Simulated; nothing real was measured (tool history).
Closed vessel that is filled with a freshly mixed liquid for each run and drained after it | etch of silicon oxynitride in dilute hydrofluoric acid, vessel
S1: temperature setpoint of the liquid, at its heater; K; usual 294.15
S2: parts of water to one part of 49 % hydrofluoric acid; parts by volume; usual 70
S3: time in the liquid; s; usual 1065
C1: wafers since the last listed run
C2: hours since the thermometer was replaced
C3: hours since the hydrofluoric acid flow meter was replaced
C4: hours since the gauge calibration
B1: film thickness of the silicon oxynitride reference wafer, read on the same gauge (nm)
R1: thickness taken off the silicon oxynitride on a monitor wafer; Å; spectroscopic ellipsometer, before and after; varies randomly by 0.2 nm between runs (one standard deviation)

Run 1, hour 0: usual settings but S2 45 parts by volume; C1 0; C2 340.3; C3 31.3; C4 841.6; B1 29.99. Result: R1 531.6 Å.
Run 2, hour 27.5: usual settings but S1 295.15 K, S2 50 parts by volume; C1 992; C2 367.8; C3 58.8; C4 869.1; B1 30.01. Result: R1 503.3 Å.
Run 3, hour 77: usual settings but S1 295.15 K, S2 50 parts by volume; C1 1786; C2 417.3; C3 108.3; C4 918.6; B1 29.97. Result: R1 503.7 Å.
Run 4, hour 131.4: usual settings; C1 1963; C2 471.7; C3 162.7; C4 973; B1 29.99. Result: R1 340.2 Å.
Run 5, hour 224: usual settings; C1 3342; C2 564.3; C3 255.3; C4 1065.6; B1 30.01. Result: R1 341.4 Å.
Run 6, hour 269.5: usual settings but S1 297.15 K; C1 1642; C2 609.8; C3 300.8; C4 1111.1; B1 29.99. Result: R1 395.1 Å.
Run 7, hour 324.4: usual settings but S1 297.15 K; C1 1981; C2 664.7; C3 355.7; C4 1166; B1 30.01. Result: R1 400.8 Å.
Run 8, hour 372.2: usual settings but S1 297.15 K; C1 1725; C2 712.5; C3 403.5; C4 1213.8; B1 29.98. Result: R1 397.2 Å.
Run 9, hour 420.8: usual settings but S3 935 s; C1 1754; C2 761.1; C3 452.1; C4 1262.4; B1 29.96. Result: R1 302.2 Å.
Run 10, hour 448.2: usual settings; C1 988; C2 788.5; C3 479.5; C4 1289.8; B1 30. Result: R1 351.4 Å.
Run 11, hour 500.5: usual settings; C1 1887; C2 840.8; C3 531.8; C4 1342.1; B1 29.99. Result: R1 347.5 Å.
At hour 526.9: thermometer replaced.
Run 12, hour 599.1: usual settings; C1 3522; C2 72.2; C3 630.4; C4 1440.7; B1 30.02. Result: R1 331.3 Å.
Run 13, hour 652.1: usual settings; C1 1912; C2 125.2; C3 683.4; C4 1493.7; B1 30. Result: R1 331.9 Å.
At hour 661.4: gauge calibrated.
Run 14, hour 689.6: usual settings; C1 1353; C2 162.7; C3 720.9; C4 28.2; B1 30.02. Result: R1 333.5 Å.
Run 15, hour 718.4: usual settings; C1 1039; C2 191.5; C3 749.7; C4 57; B1 29.99. Result: R1 332.6 Å.
Run 16, hour 912.1: usual settings; C1 6991; C2 385.2; C3 943.4; C4 250.7; B1 30.01. Result: R1 342.9 Å.
Run 17, hour 943.7: usual settings; C1 1140; C2 416.8; C3 975; C4 282.3; B1 30.02. Result: R1 345.1 Å.
Run 18, hour 968: usual settings; C1 877; C2 441.1; C3 999.3; C4 306.6; B1 29.99. Result: R1 345.6 Å.
Run 19, hour 1025.6: usual settings but S1 298.15 K, S2 50 parts by volume, S3 1615 s; C1 2078; C2 498.7; C3 1056.9; C4 364.2; B1 29.99. Result: R1 901.9 Å.
Run 20, hour 1097.6: usual settings but S2 50 parts by volume, S3 715 s; C1 2598; C2 570.7; C3 1128.9; C4 436.2; B1 30.01. Result: R1 333.5 Å.
Run 21, hour 1168.9: usual settings but S1 296.15 K, S2 35 parts by volume, S3 820 s; C1 2573; C2 642; C3 1200.2; C4 507.5; B1 30. Result: R1 613.5 Å.
Run 22, hour 1206.8: usual settings but S2 105 parts by volume, S3 585 s; C1 1367; C2 679.9; C3 1238.1; C4 545.4; B1 30. Result: R1 125.7 Å.
Run 23, hour 1247.5: usual settings but S1 297.65 K, S2 80 parts by volume, S3 1300 s; C1 1468; C2 720.6; C3 1278.8; C4 586.1; B1 30.03. Result: R1 445.3 Å.
At hour 1280.7: hydrofluoric acid flow meter replaced.
Run 24, hour 1289.7: usual settings but S1 296.15 K; C1 1486; C2 762.8; C3 9; C4 628.3; B1 30.03. Result: R1 374.3 Å.
Run 25, hour 1352.2: usual settings but S1 296.65 K, S2 60 parts by volume, S3 1320 s; C1 2255; C2 825.3; C3 71.5; C4 690.8; B1 29.95. Result: R1 565.7 Å.
Run 26, hour 1416.2: usual settings but S1 291.15 K, S2 45 parts by volume, S3 465 s; C1 2309; C2 889.3; C3 135.5; C4 754.8; B1 29.99. Result: R1 207.6 Å.
At hour 1427.4: thermometer replaced.
Run 27, hour 1466.6: usual settings; C1 1782; C2 39.2; C3 185.9; C4 805.2; B1 29.97. Result: R1 325.4 Å.
Run 28, hour 1491.1: usual settings but S3 465 s; C1 884; C2 63.7; C3 210.4; C4 829.7; B1 30. Result: R1 141.8 Å.
Run 29, hour 1648.9: usual settings but S2 55 parts by volume; C1 5695; C2 221.5; C3 368.2; C4 987.5; B1 29.97. Result: R1 426.5 Å.
Run 30, hour 1712.9: usual settings but S1 299.15 K, S2 40 parts by volume, S3 445 s; C1 2309; C2 285.5; C3 432.2; C4 1051.5; B1 29.99. Result: R1 318.7 Å.
Run 31, hour 1764.4: usual settings but S1 297.15 K, S2 40 parts by volume, S3 1235 s; C1 1858; C2 337; C3 483.7; C4 1103; B1 29.97. Result: R1 802.4 Å.
Run 32, hour 1792.8: usual settings but S1 296.65 K; C1 1025; C2 365.4; C3 512.1; C4 1131.4; B1 29.99. Result: R1 379.3 Å.
Run 33, hour 1839.1: usual settings; C1 1671; C2 411.7; C3 558.4; C4 1177.7; B1 29.97. Result: R1 336.7 Å.
Run 34, hour 1873.7: usual settings but S1 292.15 K, S2 40 parts by volume; C1 1248; C2 446.3; C3 593; C4 1212.3; B1 30.02. Result: R1 547.1 Å.

Per-run results on a tool with no hidden state, each run keeping its own random variation:
Hidden state present: liquid hotter than its thermometer reads (K); hydrofluoric acid flow above the setpoint (%); gauge reads high (%).
run     R1
  1    513
  2  484.2
  3  482.2
  4  323.9
  5    322
  6  371.2
  7  374.6
  8  369.4
  9  279.3
 10  323.9
 11  318.5
 12  321.4
 13  320.4
 14  320.5
 15  318.9
 16  322.2
 17  323.1
 18  322.8
 19  838.6
 20  307.3
 21  561.6
 22  114.7
 23  404.9
 24    350
 25  525.6
 26  190.9
 27  322.3
 28  140.1
 29  414.6
 30    308
 31  770.9
 32  363.5
 33    321
 34  519.1
